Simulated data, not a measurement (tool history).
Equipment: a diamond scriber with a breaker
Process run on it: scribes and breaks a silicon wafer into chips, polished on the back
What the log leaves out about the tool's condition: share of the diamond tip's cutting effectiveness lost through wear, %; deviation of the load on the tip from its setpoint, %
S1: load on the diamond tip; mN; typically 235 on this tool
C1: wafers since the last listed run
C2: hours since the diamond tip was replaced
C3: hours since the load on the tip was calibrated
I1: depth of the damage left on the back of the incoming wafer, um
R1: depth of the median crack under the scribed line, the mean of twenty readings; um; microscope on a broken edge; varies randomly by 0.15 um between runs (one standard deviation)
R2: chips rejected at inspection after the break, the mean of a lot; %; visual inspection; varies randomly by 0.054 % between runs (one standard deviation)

Run 1, hour 0.0: usual settings; C1 0; C2 701.1; C3 308.2; I1 0.02. Result: R1 7.45 um, R2 2.21 %.
Run 2, hour 43.6: usual settings; C1 76; C2 744.7; C3 351.8; I1 0.01. Result: R1 7.54 um, R2 2.32 %.
Run 3, hour 134.2: usual settings; C1 159; C2 835.3; C3 442.4; I1 0.05. Result: R1 7.57 um, R2 2.33 %.
Run 4, hour 176.6: usual settings but S1 289 mN; C1 74; C2 877.7; C3 484.8; I1 0.05. Result: R1 8.89 um, R2 2.16 %.
At hour 188.9: load on the tip recalibrated.
At hour 227.7: diamond tip replaced by a new one.
Run 5, hour 262.0: usual settings; C1 143; C2 34.3; C3 73.1; I1 0.04. Result: R1 7.94 um, R2 1.69 %.
Run 6, hour 336.4: usual settings; C1 131; C2 108.7; C3 147.5; I1 0.01. Result: R1 7.78 um, R2 1.80 %.
Run 7, hour 416.6: usual settings but S1 197 mN; C1 141; C2 188.9; C3 227.7; I1 0.02. Result: R1 6.77 um, R2 5.46 %.
At hour 632.9: load on the tip recalibrated.
Run 8, hour 652.7: usual settings but S1 197 mN; C1 412; C2 425.0; C3 19.8; I1 0.02. Result: R1 7.34 um, R2 3.51 %.
Run 9, hour 706.9: usual settings but S1 249 mN; C1 95; C2 479.2; C3 74.0; I1 0.01. Result: R1 8.22 um, R2 1.73 %.
Run 10, hour 786.8: usual settings but S1 249 mN; C1 140; C2 559.1; C3 153.9; I1 0.04. Result: R1 8.07 um, R2 1.60 %.
Run 11, hour 870.3: usual settings but S1 279 mN; C1 147; C2 642.6; C3 237.4; I1 0.02. Result: R1 8.86 um, R2 2.09 %.
Run 12, hour 927.2: usual settings but S1 279 mN; C1 100; C2 699.5; C3 294.3; I1 0.02. Result: R1 8.48 um, R2 2.02 %.
Run 13, hour 972.0: usual settings but S1 279 mN; C1 79; C2 744.3; C3 339.1; I1 0.05. Result: R1 8.45 um, R2 1.94 %.
At hour 1075.5: load on the tip recalibrated.
Run 14, hour 1077.8: usual settings but S1 186 mN; C1 183; C2 850.1; C3 2.3; I1 0.01. Result: R1 7.02 um, R2 4.86 %.
At hour 1109.9: diamond tip replaced by a new one.
Run 15, hour 1115.4: usual settings but S1 186 mN; C1 62; C2 5.5; C3 39.9; I1 0.02. Result: R1 6.71 um, R2 5.29 %.
Run 16, hour 1204.0: usual settings but S1 186 mN; C1 156; C2 94.1; C3 128.5; I1 0.04. Result: R1 6.41 um, R2 6.90 %.
Run 17, hour 1284.3: usual settings but S1 197 mN; C1 141; C2 174.4; C3 208.8; I1 0.02. Result: R1 6.81 um, R2 5.49 %.
Run 18, hour 1368.8: usual settings; C1 149; C2 258.9; C3 293.3; I1 0.03. Result: R1 7.72 um, R2 2.11 %.

For run 19, what comes out?
Run 19, hour 1461.2: usual settings but S1 281 mN; C1 162; C2 351.3; C3 385.7; I1 0.03. Result: R1 ?, R2 ?.

R1: 8.60 um
R2: 1.91 %
On a tool with no hidden condition, and with the same random variation, this run would have come out at R1 9.21 um, R2 3.26 %.

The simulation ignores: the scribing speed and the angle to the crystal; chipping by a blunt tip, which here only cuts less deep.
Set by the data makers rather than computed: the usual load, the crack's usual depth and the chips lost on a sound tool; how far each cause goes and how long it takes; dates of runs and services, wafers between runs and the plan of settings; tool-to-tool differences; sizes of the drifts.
